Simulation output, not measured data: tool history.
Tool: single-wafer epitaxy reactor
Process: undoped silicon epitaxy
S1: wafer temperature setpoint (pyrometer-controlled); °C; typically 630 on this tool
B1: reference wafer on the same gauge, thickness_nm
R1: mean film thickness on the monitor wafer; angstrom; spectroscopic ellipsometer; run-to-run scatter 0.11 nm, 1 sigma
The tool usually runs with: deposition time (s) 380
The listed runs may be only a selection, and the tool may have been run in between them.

Run 1, day 0: usual settings; B1 41.613. Result: R1 373.6 angstrom.
Run 2, day 0.629: usual settings; B1 41.624. Result: R1 373.28 angstrom.
Run 3, day 1.008: usual settings; B1 41.595. Result: R1 372.34 angstrom.
Run 4, day 1.471: usual settings; B1 41.576. Result: R1 372.39 angstrom.
Run 5, day 1.971: usual settings; B1 41.592. Result: R1 371.69 angstrom.
Run 6, day 2.325: usual settings; B1 41.634. Result: R1 372.61 angstrom.
At day 2.8: pyrometer calibrated.
Run 7, day 2.979: usual settings; B1 41.577. Result: R1 402.81 angstrom.
Run 8, day 3.717: usual settings but S1 625 °C, deposition time (s) 325; B1 41.61. Result: R1 304.48 angstrom.
Run 9, day 4.162: usual settings but S1 620 °C, deposition time (s) 432; B1 41.613. Result: R1 358.32 angstrom.
At day 4.35: gauge calibrated.
Run 10, day 5.85: usual settings but S1 635 °C, deposition time (s) 432; B1 41.618. Result: R1 520.67 angstrom.
Run 11, day 6.346: usual settings but S1 645 °C, deposition time (s) 350; B1 41.59. Result: R1 537.22 angstrom.
Run 12, day 6.838: usual settings; B1 41.593. Result: R1 403.29 angstrom.
Run 13, day 7.421: usual settings; B1 41.583. Result: R1 403.9 angstrom.
Run 14, day 7.967: usual settings but S1 615 °C, deposition time (s) 339; B1 41.602. Result: R1 246.36 angstrom.
Run 15, day 8.675: usual settings but S1 619 °C; B1 41.606. Result: R1 305.15 angstrom.

Had the tool no unlogged condition, and each run kept its random variation, what would the results have been?
The tool's hidden condition here consists of: wafer temperature above the value expected at the setpoint (K); gauge reads high (%).
run      R1
  1  405.83
  2  406.58
  3  406.21
  4  407.07
  5  407.19
  6  408.84
  7  405.96
  8   306.9
  9  361.22
 10  524.91
 11  541.56
 12  406.74
 13  407.43
 14  248.66
 15  308.08
